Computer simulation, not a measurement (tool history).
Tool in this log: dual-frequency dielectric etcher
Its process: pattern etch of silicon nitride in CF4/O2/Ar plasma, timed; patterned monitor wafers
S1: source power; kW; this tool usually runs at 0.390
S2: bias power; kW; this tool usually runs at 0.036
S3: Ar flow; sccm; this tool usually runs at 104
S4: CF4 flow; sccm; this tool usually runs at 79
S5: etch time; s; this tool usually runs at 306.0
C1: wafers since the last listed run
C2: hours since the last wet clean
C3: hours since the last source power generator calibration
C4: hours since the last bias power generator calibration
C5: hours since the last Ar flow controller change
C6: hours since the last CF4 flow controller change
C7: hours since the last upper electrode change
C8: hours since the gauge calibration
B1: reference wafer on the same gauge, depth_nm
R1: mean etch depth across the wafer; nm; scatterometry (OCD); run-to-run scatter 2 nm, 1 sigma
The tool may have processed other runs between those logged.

Run 1, hour 0.0: usual settings; C1 0; C2 441.0; C3 1848.4; C4 1572.6; C5 4595.8; C6 2660.2; C7 2646.5; C8 482.4; B1 365.2. Result: R1 378.4 nm.
Run 2, hour 14.8: usual settings; C1 88; C2 455.8; C3 1863.2; C4 1587.4; C5 4610.6; C6 2675.0; C7 2661.3; C8 497.2; B1 365.4. Result: R1 379.1 nm.
At hour 40.2: bias power generator calibrated.
At hour 40.4: source power generator calibrated.
At hour 46.5: Ar flow controller replaced.
Run 3, hour 47.0: usual settings; C1 131; C2 488.0; C3 6.6; C4 6.8; C5 0.5; C6 2707.2; C7 2693.5; C8 529.4; B1 365.0. Result: R1 401.1 nm.
Run 4, hour 70.4: usual settings; C1 139; C2 511.4; C3 30.0; C4 30.2; C5 23.9; C6 2730.6; C7 2716.9; C8 552.8; B1 365.1. Result: R1 403.0 nm.
Run 5, hour 101.8: usual settings; C1 187; C2 542.8; C3 61.4; C4 61.6; C5 55.3; C6 2762.0; C7 2748.3; C8 584.2; B1 365.2. Result: R1 405.0 nm.
Run 6, hour 137.6: usual settings; C1 213; C2 578.6; C3 97.2; C4 97.4; C5 91.1; C6 2797.8; C7 2784.1; C8 620.0; B1 365.2. Result: R1 404.7 nm.
At hour 158.9: gauge calibrated.
Run 7, hour 171.5: usual settings; C1 202; C2 612.5; C3 131.1; C4 131.3; C5 125.0; C6 2831.7; C7 2818.0; C8 12.6; B1 365.2. Result: R1 405.3 nm.
At hour 190.8: CF4 flow controller replaced.
At hour 223.2: wet clean of the chamber.
Run 8, hour 223.7: usual settings; C1 132; C2 0.5; C3 183.3; C4 183.5; C5 177.2; C6 32.9; C7 2870.2; C8 64.8; B1 365.0. Result: R1 391.7 nm.
Run 9, hour 235.8: usual settings; C1 72; C2 12.6; C3 195.4; C4 195.6; C5 189.3; C6 45.0; C7 2882.3; C8 76.9; B1 365.2. Result: R1 392.0 nm.
At hour 275.0: upper electrode replaced.
Run 10, hour 275.5: usual settings but S1 0.330 kW, S2 0.039 kW, S3 81 sccm, S4 91 sccm; C1 93; C2 52.3; C3 235.1; C4 235.3; C5 229.0; C6 84.7; C7 0.5; C8 116.6; B1 364.8. Result: R1 351.3 nm.
Run 11, hour 278.2: usual settings but S1 0.300 kW, S2 0.044 kW, S4 65 sccm, S5 368.5 s; C1 16; C2 55.0; C3 237.8; C4 238.0; C5 231.7; C6 87.4; C7 3.2; C8 119.3; B1 364.9. Result: R1 362.2 nm.
Run 12, hour 298.4: usual settings but S1 0.300 kW, S3 123 sccm; C1 120; C2 75.2; C3 258.0; C4 258.2; C5 251.9; C6 107.6; C7 23.4; C8 139.5; B1 364.7. Result: R1 286.7 nm.
Run 13, hour 320.0: usual settings; C1 128; C2 96.8; C3 279.6; C4 279.8; C5 273.5; C6 129.2; C7 45.0; C8 161.1; B1 365.7. Result: R1 390.3 nm.
Run 14, hour 344.5: usual settings but S2 0.039 kW, S3 122 sccm; C1 146; C2 121.3; C3 304.1; C4 304.3; C5 298.0; C6 153.7; C7 69.5; C8 185.6; B1 364.8. Result: R1 389.0 nm.
Run 15, hour 374.5: usual settings but S1 0.360 kW, S2 0.034 kW, S3 97 sccm; C1 178; C2 151.3; C3 334.1; C4 334.3; C5 328.0; C6 183.7; C7 99.5; C8 215.6; B1 364.8. Result: R1 355.1 nm.
Run 16, hour 400.6: usual settings but S2 0.039 kW, S3 113 sccm, S4 61 sccm, S5 215.0 s; C1 155; C2 177.4; C3 360.2; C4 360.4; C5 354.1; C6 209.8; C7 125.6; C8 241.7; B1 364.9. Result: R1 264.1 nm.
Run 17, hour 416.7: usual settings but S1 0.430 kW, S5 374.5 s; C1 96; C2 193.5; C3 376.3; C4 376.5; C5 370.2; C6 225.9; C7 141.7; C8 257.8; B1 364.6. Result: R1 528.2 nm.
Run 18, hour 429.2: usual settings but S3 85 sccm, S4 63 sccm, S5 367.0 s; C1 74; C2 206.0; C3 388.8; C4 389.0; C5 382.7; C6 238.4; C7 154.2; C8 270.3; B1 365.1. Result: R1 465.3 nm.
Run 19, hour 443.5: usual settings but S1 0.310 kW, S3 84 sccm; C1 85; C2 220.3; C3 403.1; C4 403.3; C5 397.0; C6 252.7; C7 168.5; C8 284.6; B1 365.1. Result: R1 315.2 nm.
Run 20, hour 476.3: usual settings but S4 97 sccm, S5 383.5 s; C1 195; C2 253.1; C3 435.9; C4 436.1; C5 429.8; C6 285.5; C7 201.3; C8 317.4; B1 365.1. Result: R1 515.7 nm.
Run 21, hour 493.4: usual settings; C1 101; C2 270.2; C3 453.0; C4 453.2; C5 446.9; C6 302.6; C7 218.4; C8 334.5; B1 365.0. Result: R1 394.7 nm.

4 options for the next run, each taken on its own from the tool as it stands now. Forecast them:
Run A, hour 493.9: usual settings; C1 2; C2 270.7; C3 453.5; C4 453.7; C5 447.4; C6 303.1; C7 218.9; C8 335.0; B1 ?. Result: R1 ?.
Run B, hour 493.9: usual settings but S4 84 sccm, S5 264.5 s; C1 2; C2 270.7; C3 453.5; C4 453.7; C5 447.4; C6 303.1; C7 218.9; C8 335.0; B1 ?. Result: R1 ?.
Run C, hour 493.9: usual settings but S2 0.041 kW, S4 94 sccm, S5 370.5 s; C1 2; C2 270.7; C3 453.5; C4 453.7; C5 447.4; C6 303.1; C7 218.9; C8 335.0; B1 ?. Result: R1 ?.
Run D, hour 493.9: usual settings but S3 90 sccm; C1 2; C2 270.7; C3 453.5; C4 453.7; C5 447.4; C6 303.1; C7 218.9; C8 335.0; B1 ?. Result: R1 ?.

run     B1     R1
  A  365.2  395.2
  B  365.2  345.4
  C  365.2  509.1
  D  365.2  403.3
Without the tool's unlogged condition, the same runs would have read:
run     R1
  A  390.8
  B  341.7
  C  503.6
  D  398.9
